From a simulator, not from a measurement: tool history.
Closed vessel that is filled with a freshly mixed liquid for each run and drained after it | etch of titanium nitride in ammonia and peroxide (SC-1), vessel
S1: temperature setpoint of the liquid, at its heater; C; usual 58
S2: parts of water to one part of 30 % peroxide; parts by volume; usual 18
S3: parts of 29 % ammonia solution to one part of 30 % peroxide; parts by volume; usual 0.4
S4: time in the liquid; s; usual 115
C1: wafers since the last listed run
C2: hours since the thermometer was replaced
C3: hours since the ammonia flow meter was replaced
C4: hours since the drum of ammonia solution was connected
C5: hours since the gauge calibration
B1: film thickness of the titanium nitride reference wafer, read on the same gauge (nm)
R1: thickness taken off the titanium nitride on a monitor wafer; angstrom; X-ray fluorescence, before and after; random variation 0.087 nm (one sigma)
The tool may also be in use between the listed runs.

run 1 hour=0 | S1=58 S2=18 S3=0.4 S4=115 | C1=0 C2=1806.7 C3=1198.6 C4=676.1 C5=1831.5 | B1=89.98 | R1=107.1
run 2 hour=55 | S1=58 S2=18 S3=0.4 S4=115 | C1=4111 C2=1861.7 C3=1253.6 C4=731.1 C5=1886.5 | B1=90.01 | R1=105.6
run 3 hour=102.9 | S1=58 S2=18 S3=0.4 S4=115 | C1=3580 C2=1909.6 C3=1301.5 C4=779 C5=1934.4 | B1=90 | R1=107.5
run 4 hour=158.3 | S1=58 S2=18 S3=0.4 S4=115 | C1=4141 C2=1965 C3=1356.9 C4=834.4 C5=1989.8 | B1=89.96 | R1=104.8
-- hour=167.6 ammonia flow meter replaced
run 5 hour=209.5 | S1=58 S2=18 S3=0.4 S4=115 | C1=3752 C2=2016.2 C3=41.9 C4=885.6 C5=2041 | B1=90 | R1=106
-- hour=244.5 gauge calibrated
run 6 hour=327.5 | S1=58 S2=18 S3=0.4 S4=115 | C1=8821 C2=2134.2 C3=159.9 C4=1003.6 C5=83 | B1=90.01 | R1=104.6
-- hour=363.3 new drum of ammonia solution connected
run 7 hour=385.4 | S1=58 S2=18 S3=0.4 S4=115 | C1=4253 C2=2192.1 C3=217.8 C4=22.1 C5=140.9 | B1=89.98 | R1=104.7
run 8 hour=428.6 | S1=58 S2=18 S3=0.4 S4=115 | C1=3229 C2=2235.3 C3=261 C4=65.3 C5=184.1 | B1=89.96 | R1=105.1
run 9 hour=473.9 | S1=58 S2=18 S3=0.4 S4=115 | C1=3386 C2=2280.6 C3=306.3 C4=110.6 C5=229.4 | B1=89.99 | R1=104.9
run 10 hour=534.1 | S1=58 S2=18 S3=0.55 S4=115 | C1=4500 C2=2340.8 C3=366.5 C4=170.8 C5=289.6 | B1=90.01 | R1=111.5
run 11 hour=604.9 | S1=58 S2=18 S3=0.4 S4=115 | C1=5292 C2=2411.6 C3=437.3 C4=241.6 C5=360.4 | B1=89.97 | R1=103.8
run 12 hour=669.4 | S1=58 S2=21.5 S3=0.35 S4=115 | C1=4821 C2=2476.1 C3=501.8 C4=306.1 C5=424.9 | B1=90.02 | R1=91.1
run 13 hour=717.5 | S1=49 S2=18 S3=0.4 S4=115 | C1=3595 C2=2524.2 C3=549.9 C4=354.2 C5=473 | B1=90.02 | R1=56.8
run 14 hour=748.8 | S1=63.5 S2=20.5 S3=0.6 S4=115 | C1=2339 C2=2555.5 C3=581.2 C4=385.5 C5=504.3 | B1=90 | R1=149.8
run 15 hour=776.6 | S1=58 S2=18 S3=0.4 S4=115 | C1=2078 C2=2583.3 C3=609 C4=413.3 C5=532.1 | B1=90.03 | R1=103.7
run 16 hour=831.4 | S1=51 S2=25.5 S3=0.3 S4=80 | C1=4096 C2=2638.1 C3=663.8 C4=468.1 C5=586.9 | B1=90 | R1=35.3
run 17 hour=896.7 | S1=58 S2=18 S3=0.3 S4=115 | C1=4881 C2=2703.4 C3=729.1 C4=533.4 C5=652.2 | B1=90.01 | R1=98.9
run 18 hour=941.1 | S1=64 S2=25 S3=0.4 S4=175 | C1=3319 C2=2747.8 C3=773.5 C4=577.8 C5=696.6 | B1=89.97 | R1=197
-- hour=957.5 thermometer replaced
run 19 hour=984.8 | S1=58 S2=18 S3=0.4 S4=115 | C1=3192 C2=27.3 C3=817.2 C4=621.5 C5=740.3 | B1=89.99 | R1=109.9
run 20 hour=1021.3 | S1=66.5 S2=9.5 S3=0.2 S4=80 | C1=2728 C2=63.8 C3=853.7 C4=658 C5=776.8 | B1=90.02 | R1=164.3
run 21 hour=1045.9 | S1=55.5 S2=27 S3=0.4 S4=145 | C1=1838 C2=88.4 C3=878.3 C4=682.6 C5=801.4 | B1=90.06 | R1=92.9
run 22 hour=1096 | S1=58 S2=18 S3=0.4 S4=115 | C1=3745 C2=138.5 C3=928.4 C4=732.7 C5=851.5 | B1=90.02 | R1=109.9
run 23 hour=1152 | S1=58 S2=13 S3=0.4 S4=75 | C1=4186 C2=194.5 C3=984.4 C4=788.7 C5=907.5 | B1=90 | R1=85.6
run 24 hour=1223 | S1=58 S2=23.5 S3=0.6 S4=160 | C1=5307 C2=265.5 C3=1055.4 C4=859.7 C5=978.5 | B1=89.98 | R1=138.6
run 25 hour=1265.9 | S1=58 S2=18 S3=0.4 S4=115 | C1=3206 C2=308.4 C3=1098.3 C4=902.6 C5=1021.4 | B1=90.01 | R1=108.9
run 26 hour=1333.5 | S1=58 S2=18 S3=0.2 S4=115 | C1=5053 C2=376 C3=1165.9 C4=970.2 C5=1089 | B1=89.99 | R1=94.5
run 27 hour=1362 | S1=58 S2=18 S3=0.4 S4=115 | C1=2130 C2=404.5 C3=1194.4 C4=998.7 C5=1117.5 | B1=90 | R1=107.2
run 28 hour=1406.8 | S1=63.5 S2=18 S3=0.5 S4=115 | C1=3349 C2=449.3 C3=1239.2 C4=1043.5 C5=1162.3 | B1=90.01 | R1=162.2

Forecast each of these 4 alternatives for the next run:
run A hour=1407.5 | S1=58 S2=12.5 S3=0.4 S4=115 | C1=52 C2=450 C3=1239.9 C4=1044.2 C5=1163 | B1=? | R1=?
run B hour=1407.5 | S1=51 S2=18 S3=0.4 S4=115 | C1=52 C2=450 C3=1239.9 C4=1044.2 C5=1163 | B1=? | R1=?
run C hour=1407.5 | S1=63 S2=18 S3=0.4 S4=115 | C1=52 C2=450 C3=1239.9 C4=1044.2 C5=1163 | B1=? | R1=?
run D hour=1407.5 | S1=53.5 S2=26 S3=0.55 S4=135 | C1=52 C2=450 C3=1239.9 C4=1044.2 C5=1163 | B1=? | R1=?

run=A B1=90 R1=132.7
run=B B1=90 R1=67.5
run=C B1=90 R1=150.7
run=D B1=90 R1=81.3
Without the tool's hidden state the same runs would have given:
run=A R1=135.1
run=B R1=68.8
run=C R1=153.3
run=D R1=82.8
